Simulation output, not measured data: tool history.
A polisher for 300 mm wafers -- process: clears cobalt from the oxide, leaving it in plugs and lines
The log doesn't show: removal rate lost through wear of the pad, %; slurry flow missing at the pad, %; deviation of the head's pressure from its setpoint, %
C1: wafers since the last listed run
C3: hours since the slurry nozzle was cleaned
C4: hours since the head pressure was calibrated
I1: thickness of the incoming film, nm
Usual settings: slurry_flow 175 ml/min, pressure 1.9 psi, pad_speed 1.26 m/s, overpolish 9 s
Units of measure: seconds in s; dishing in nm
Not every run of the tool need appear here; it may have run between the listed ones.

Run 1, hour 0.0: usual settings; C1 0; wafers polished on this pad 3849; C3 10.9; C4 441.9; I1 239.7. Result: seconds 48.5 s, dishing 32.9 nm.
Run 2, hour 70.6: usual settings; C1 976; wafers polished on this pad 4826; C3 81.5; C4 512.5; I1 237.6. Result: seconds 48.1 s, dishing 33.5 nm.
Run 3, hour 138.3: usual settings; C1 936; wafers polished on this pad 5763; C3 149.2; C4 580.2; I1 236.7. Result: seconds 48.8 s, dishing 31.8 nm.
Run 4, hour 202.1: usual settings; C1 882; wafers polished on this pad 6645; C3 213.0; C4 644.0; I1 242.1. Result: seconds 49.3 s, dishing 31.1 nm.
At hour 228.6: worn pad replaced by a new one.
Run 5, hour 244.3: usual settings; C1 528; wafers polished on this pad 216; C3 255.2; C4 686.2; I1 240.3. Result: seconds 44.6 s, dishing 33.7 nm.
Run 6, hour 288.9: usual settings; C1 617; wafers polished on this pad 833; C3 299.8; C4 730.8; I1 239.3. Result: seconds 45.7 s, dishing 34.0 nm.
At hour 333.5: head pressure recalibrated.
Run 7, hour 334.0: usual settings; C1 596; wafers polished on this pad 1430; C3 344.9; C4 0.5; I1 239.5. Result: seconds 46.5 s, dishing 33.6 nm.
Run 8, hour 367.8: usual settings but overpolish 13 s; C1 467; wafers polished on this pad 1897; C3 378.7; C4 34.3; I1 237.0. Result: seconds 46.9 s, dishing 40.8 nm.
Run 9, hour 425.8: usual settings but overpolish 13 s; C1 802; wafers polished on this pad 2700; C3 436.7; C4 92.3; I1 237.8. Result: seconds 47.4 s, dishing 40.3 nm.
Run 10, hour 489.9: usual settings; C1 886; wafers polished on this pad 3586; C3 500.8; C4 156.4; I1 241.3. Result: seconds 49.9 s, dishing 31.5 nm.
Run 11, hour 526.6: usual settings but pad_speed 1.42 m/s; C1 507; wafers polished on this pad 4094; C3 537.5; C4 193.1; I1 237.9. Result: seconds 45.3 s, dishing 33.4 nm.
Run 12, hour 559.1: usual settings; C1 449; wafers polished on this pad 4544; C3 570.0; C4 225.6; I1 237.3. Result: seconds 49.3 s, dishing 30.8 nm.
Run 13, hour 622.9: usual settings but pad_speed 1.40 m/s; C1 882; wafers polished on this pad 5427; C3 633.8; C4 289.4; I1 239.2. Result: seconds 47.0 s, dishing 33.0 nm.
At hour 652.3: slurry nozzle cleaned.
Run 14, hour 667.5: usual settings but slurry_flow 230 ml/min, pressure 1.4 psi, pad_speed 1.68 m/s, overpolish 5 s; C1 603; wafers polished on this pad 6030; C3 15.2; C4 334.0; I1 237.4. Result: seconds 50.2 s, dishing 19.2 nm.
At hour 711.7: worn pad replaced by a new one.
Run 15, hour 730.6: usual settings but slurry_flow 155 ml/min, pad_speed 0.84 m/s, overpolish 12 s; C1 817; wafers polished on this pad 262; C3 78.3; C4 397.1; I1 239.5. Result: seconds 58.8 s, dishing 33.9 nm.
Run 16, hour 795.1: usual settings but slurry_flow 120 ml/min, pad_speed 1.42 m/s, overpolish 14 s; C1 892; wafers polished on this pad 1154; C3 142.8; C4 461.6; I1 240.1. Result: seconds 45.7 s, dishing 43.4 nm.
Run 17, hour 850.6: usual settings but slurry_flow 225 ml/min; C1 767; wafers polished on this pad 1922; C3 198.3; C4 517.1; I1 236.8. Result: seconds 44.6 s, dishing 33.4 nm.
Run 18, hour 973.9: usual settings but slurry_flow 225 ml/min; C1 1705; wafers polished on this pad 3628; C3 321.6; C4 640.4; I1 242.1. Result: seconds 46.0 s, dishing 32.3 nm.
Run 19, hour 1034.5: usual settings; C1 838; wafers polished on this pad 4466; C3 382.2; C4 701.0; I1 239.1. Result: seconds 48.6 s, dishing 32.8 nm.
Run 20, hour 1073.8: usual settings but pressure 1.3 psi, pad_speed 1.66 m/s, overpolish 7 s; C1 543; wafers polished on this pad 5010; C3 421.5; C4 740.3; I1 239.1. Result: seconds 58.3 s, dishing 23.8 nm.
Run 21, hour 1112.1: usual settings but slurry_flow 225 ml/min; C1 529; wafers polished on this pad 5540; C3 459.8; C4 778.6; I1 244.7. Result: seconds 48.8 s, dishing 31.3 nm.
At hour 1130.8: head pressure recalibrated.
At hour 1142.2: worn pad replaced by a new one.
Run 22, hour 1174.0: usual settings but pressure 2.3 psi, overpolish 11 s; C1 773; wafers polished on this pad 439; C3 521.7; C4 43.2; I1 244.7. Result: seconds 39.5 s, dishing 41.8 nm.
Run 23, hour 1231.6: usual settings; C1 796; wafers polished on this pad 1236; C3 579.3; C4 100.8; I1 244.5. Result: seconds 48.8 s, dishing 31.8 nm.
Run 24, hour 1269.9: usual settings; C1 529; wafers polished on this pad 1766; C3 617.6; C4 139.1; I1 240.8. Result: seconds 49.1 s, dishing 32.2 nm.
Run 25, hour 1310.8: usual settings; C1 565; wafers polished on this pad 2332; C3 658.5; C4 180.0; I1 242.4. Result: seconds 52.1 s, dishing 30.2 nm.
At hour 1371.1: slurry nozzle cleaned.
Run 26, hour 1378.9: usual settings but slurry_flow 140 ml/min, pressure 1.6 psi, overpolish 5 s; C1 928; wafers polished on this pad 3260; C3 7.8; C4 248.1; I1 239.4. Result: seconds 59.5 s, dishing 17.6 nm.
Run 27, hour 1450.5: usual settings but slurry_flow 210 ml/min, pressure 2.3 psi, pad_speed 1.46 m/s, overpolish 6 s; C1 990; wafers polished on this pad 4251; C3 79.4; C4 319.7; I1 234.7. Result: seconds 33.7 s, dishing 30.7 nm.
Run 28, hour 1520.3: usual settings but pad_speed 1.68 m/s; C1 965; wafers polished on this pad 5217; C3 149.2; C4 389.5; I1 241.0. Result: seconds 39.2 s, dishing 36.7 nm.
Run 29, hour 1564.2: usual settings but pressure 2.3 psi, pad_speed 0.90 m/s; C1 607; wafers polished on this pad 5824; C3 193.1; C4 433.4; I1 236.7. Result: seconds 49.9 s, dishing 31.3 nm.
At hour 1577.8: worn pad replaced by a new one.
Run 30, hour 1589.1: usual settings but slurry_flow 125 ml/min, pad_speed 1.70 m/s; C1 289; wafers polished on this pad 155; C3 218.0; C4 458.3; I1 240.8. Result: seconds 37.5 s, dishing 37.4 nm.
Run 31, hour 1636.6: usual settings; C1 657; wafers polished on this pad 812; C3 265.5; C4 505.8; I1 240.0. Result: seconds 45.2 s, dishing 33.4 nm.
Run 32, hour 1691.6: usual settings but slurry_flow 125 ml/min, pressure 2.1 psi, pad_speed 0.84 m/s; C1 760; wafers polished on this pad 1573; C3 320.5; C4 560.8; I1 235.0. Result: seconds 58.3 s, dishing 27.7 nm.
Run 33, hour 1745.9: usual settings; C1 751; wafers polished on this pad 2325; C3 374.8; C4 615.1; I1 239.3. Result: seconds 46.9 s, dishing 32.9 nm.
Run 34, hour 1803.3: usual settings but pressure 2.3 psi, pad_speed 0.84 m/s; C1 794; wafers polished on this pad 3119; C3 432.2; C4 672.5; I1 243.9. Result: seconds 53.4 s, dishing 31.8 nm.

What was the tool's hidden state at every run in the log?
deviation of the head's pressure from its setpoint, %: 0 in every run
H1: removal rate lost through wear of the pad, %
H2: slurry flow missing at the pad, %
run     H1    H2
  1   9.24  3.06
  2   9.82  3.45
  3   10.2  4.37
  4   10.4  5.72
  5   1.91  6.89
  6   4.18  8.34
  7   5.88    10
  8   6.87  11.5
  9   8.12  14.3
 10   9.05  17.8
 11   9.42    20
 12   9.69  22.2
 13   10.1  26.7
 14   10.3  4.95
 15   1.54  5.29
 16   4.56  6.13
 17   6.31  7.25
 18    8.5    11
 19   9.08  13.5
 20   9.35  15.4
 21   9.55  17.4
 22    3.2  20.9
 23   5.73  24.7
 24   6.95  27.4
 25   7.96  30.4
 26   9.13  1.27
 27   9.91  1.64
 28   10.4  2.58
 29   10.6  3.46
 30  0.776  4.06
 31   3.24  5.41
 32   5.28  7.31
 33   6.68  9.53
 34   7.71  12.3

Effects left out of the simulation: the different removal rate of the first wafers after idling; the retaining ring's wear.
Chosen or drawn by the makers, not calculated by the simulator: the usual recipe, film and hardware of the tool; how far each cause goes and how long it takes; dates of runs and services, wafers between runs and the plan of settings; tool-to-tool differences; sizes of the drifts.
